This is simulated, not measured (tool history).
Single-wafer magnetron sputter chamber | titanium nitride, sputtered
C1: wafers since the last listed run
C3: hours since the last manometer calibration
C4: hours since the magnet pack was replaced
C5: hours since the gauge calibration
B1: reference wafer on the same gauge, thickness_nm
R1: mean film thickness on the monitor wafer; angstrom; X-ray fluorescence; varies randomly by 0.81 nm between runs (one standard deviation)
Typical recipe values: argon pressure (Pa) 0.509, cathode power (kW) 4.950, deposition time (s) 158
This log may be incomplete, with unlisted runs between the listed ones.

Run 1, hour 0.0: usual settings; C1 0; wafers on the sputter target 2517; C3 1346.7; C4 11953.1; C5 73.0; B1 158.965. Result: R1 1314.01 angstrom.
Run 2, hour 14.0: usual settings; C1 157; wafers on the sputter target 2675; C3 1360.7; C4 11967.1; C5 87.0; B1 158.888. Result: R1 1302.43 angstrom.
Run 3, hour 119.6: usual settings; C1 1188; wafers on the sputter target 3863; C3 1466.3; C4 12072.7; C5 192.6; B1 158.946. Result: R1 1304.16 angstrom.
At hour 144.4: sputter target and shields replaced.
Run 4, hour 145.0: usual settings but argon pressure (Pa) 0.408, cathode power (kW) 4.450; C1 195; wafers on the sputter target 6; C3 1491.7; C4 12098.1; C5 218.0; B1 159.145. Result: R1 1289.35 angstrom.
Run 5, hour 176.1: usual settings but argon pressure (Pa) 0.408, cathode power (kW) 4.450; C1 349; wafers on the sputter target 356; C3 1522.8; C4 12129.2; C5 249.1; B1 158.960. Result: R1 1272.32 angstrom.
Run 6, hour 192.3: usual settings; C1 182; wafers on the sputter target 538; C3 1539.0; C4 12145.4; C5 265.3; B1 158.901. Result: R1 1328.72 angstrom.
Run 7, hour 227.0: usual settings; C1 390; wafers on the sputter target 929; C3 1573.7; C4 12180.1; C5 300.0; B1 158.825. Result: R1 1326.62 angstrom.
Run 8, hour 261.6: usual settings; C1 389; wafers on the sputter target 1318; C3 1608.3; C4 12214.7; C5 334.6; B1 158.964. Result: R1 1317.55 angstrom.
At hour 311.8: capacitance manometer re-zeroed and calibrated.
Run 9, hour 329.0: usual settings; C1 668; wafers on the sputter target 1986; C3 17.2; C4 12282.1; C5 402.0; B1 159.213. Result: R1 1286.44 angstrom.
At hour 396.3: magnet pack replaced.
Run 10, hour 397.0: usual settings; C1 675; wafers on the sputter target 2662; C3 85.2; C4 0.7; C5 470.0; B1 159.083. Result: R1 1286.91 angstrom.
Run 11, hour 423.4: usual settings; C1 297; wafers on the sputter target 2959; C3 111.6; C4 27.1; C5 496.4; B1 158.989. Result: R1 1292.13 angstrom.
Run 12, hour 437.5: usual settings; C1 158; wafers on the sputter target 3117; C3 125.7; C4 41.2; C5 510.5; B1 158.709. Result: R1 1301.10 angstrom.
Run 13, hour 454.4: usual settings; C1 190; wafers on the sputter target 3307; C3 142.6; C4 58.1; C5 527.4; B1 158.870. Result: R1 1291.07 angstrom.
At hour 463.7: sputter target and shields replaced.
Run 14, hour 488.9: usual settings but cathode power (kW) 6.000, deposition time (s) 167; C1 298; wafers on the sputter target 283; C3 177.1; C4 92.6; C5 561.9; B1 159.171. Result: R1 1622.38 angstrom.
Run 15, hour 512.4: usual settings; C1 264; wafers on the sputter target 547; C3 200.6; C4 116.1; C5 585.4; B1 158.891. Result: R1 1331.25 angstrom.
Run 16, hour 542.7: usual settings but deposition time (s) 135; C1 340; wafers on the sputter target 888; C3 230.9; C4 146.4; C5 615.7; B1 158.970. Result: R1 1131.91 angstrom.
Run 17, hour 565.1: usual settings but cathode power (kW) 4.500, deposition time (s) 169; C1 252; wafers on the sputter target 1140; C3 253.3; C4 168.8; C5 638.1; B1 158.709. Result: R1 1322.43 angstrom.
Run 18, hour 577.4: usual settings but argon pressure (Pa) 0.372, deposition time (s) 127; C1 138; wafers on the sputter target 1279; C3 265.6; C4 181.1; C5 650.4; B1 159.134. Result: R1 1097.37 angstrom.
At hour 616.2: gauge calibrated.
Run 19, hour 648.3: usual settings but argon pressure (Pa) 0.455; C1 797; wafers on the sputter target 2076; C3 336.5; C4 252.0; C5 32.1; B1 158.995. Result: R1 1317.67 angstrom.
Run 20, hour 680.0: usual settings but argon pressure (Pa) 0.317, deposition time (s) 179; C1 356; wafers on the sputter target 2433; C3 368.2; C4 283.7; C5 63.8; B1 158.817. Result: R1 1555.65 angstrom.
Run 21, hour 694.9: usual settings but argon pressure (Pa) 0.345, cathode power (kW) 5.450, deposition time (s) 145; C1 167; wafers on the sputter target 2601; C3 383.1; C4 298.6; C5 78.7; B1 158.864. Result: R1 1328.69 angstrom.
Run 22, hour 730.2: usual settings but argon pressure (Pa) 0.349, cathode power (kW) 3.950, deposition time (s) 185; C1 397; wafers on the sputter target 2998; C3 418.4; C4 333.9; C5 114.0; B1 159.152. Result: R1 1393.96 angstrom.
Run 23, hour 765.4: usual settings; C1 396; wafers on the sputter target 3394; C3 453.6; C4 369.1; C5 149.2; B1 158.905. Result: R1 1288.86 angstrom.
Run 24, hour 799.3: usual settings; C1 381; wafers on the sputter target 3775; C3 487.5; C4 403.0; C5 183.1; B1 158.935. Result: R1 1309.42 angstrom.
Run 25, hour 816.3: usual settings; C1 191; wafers on the sputter target 3967; C3 504.5; C4 420.0; C5 200.1; B1 158.919. Result: R1 1307.50 angstrom.
At hour 836.3: sputter target and shields replaced.
Run 26, hour 836.8: usual settings but argon pressure (Pa) 0.368, cathode power (kW) 4.650, deposition time (s) 143; C1 140; wafers on the sputter target 5; C3 525.0; C4 440.5; C5 220.6; B1 159.011. Result: R1 1224.03 angstrom.

Table of differences, measured result less the result of that run with no hidden state. Run-to-run variation is the same in both. Gauge scatter possibly is not:
Hidden state at play: deposition rate above that of a new target (%); true argon pressure above the setpoint (%); gauge reads high (%).
run      R1
  1  -51.92
  2  -52.41
  3  -56.85
  4   -8.75
  5  -21.99
  6  -28.92
  7  -39.17
  8  -46.49
  9  -54.73
 10  -59.96
 11  -61.52
 12  -62.53
 13  -62.67
 14  -17.07
 15  -22.79
 16  -27.06
 17  -36.90
 18  -32.70
 19  -49.40
 20  -61.70
 21  -53.80
 22  -58.63
 23  -55.69
 24  -57.64
 25  -57.98
 26   -1.33

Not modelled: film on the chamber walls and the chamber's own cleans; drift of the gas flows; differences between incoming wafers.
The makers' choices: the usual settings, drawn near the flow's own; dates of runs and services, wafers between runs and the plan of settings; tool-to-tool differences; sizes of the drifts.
